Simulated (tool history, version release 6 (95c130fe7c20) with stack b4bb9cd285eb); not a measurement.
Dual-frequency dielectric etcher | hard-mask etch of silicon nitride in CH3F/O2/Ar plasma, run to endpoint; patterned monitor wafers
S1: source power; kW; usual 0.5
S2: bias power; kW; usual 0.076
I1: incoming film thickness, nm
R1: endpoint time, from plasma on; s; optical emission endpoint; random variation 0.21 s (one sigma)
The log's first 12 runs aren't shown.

run 13 hour=298.6 | S1=0.43 S2=0.059 | I1=44.17 | R1=67.6
run 14 hour=333.3 | S1=0.47 S2=0.076 | I1=44.46 | R1=59.5
run 15 hour=366 | S1=0.5 S2=0.076 | I1=44.2 | R1=57.8
run 16 hour=401.9 | S1=0.38 S2=0.059 | I1=44.11 | R1=69.2
run 17 hour=420.7 | S1=0.45 S2=0.057 | I1=44.25 | R1=67.1
run 18 hour=434.9 | S1=0.5 S2=0.07 | I1=44.52 | R1=60.3
-- hour=442.8 bias power generator calibrated
run 19 hour=466.5 | S1=0.5 S2=0.076 | I1=44.43 | R1=57.7
run 20 hour=490.5 | S1=0.42 S2=0.082 | I1=44.21 | R1=58.8
run 21 hour=507 | S1=0.45 S2=0.068 | I1=44.07 | R1=62.1

The next listed run, before its measurement:
run 22 hour=540.9 | S1=0.58 S2=0.085 | I1=44.07 | R1=?

Run 22 gave R1 52.2 s.
Without the tool's hidden state the same run would have given R1 53 s.

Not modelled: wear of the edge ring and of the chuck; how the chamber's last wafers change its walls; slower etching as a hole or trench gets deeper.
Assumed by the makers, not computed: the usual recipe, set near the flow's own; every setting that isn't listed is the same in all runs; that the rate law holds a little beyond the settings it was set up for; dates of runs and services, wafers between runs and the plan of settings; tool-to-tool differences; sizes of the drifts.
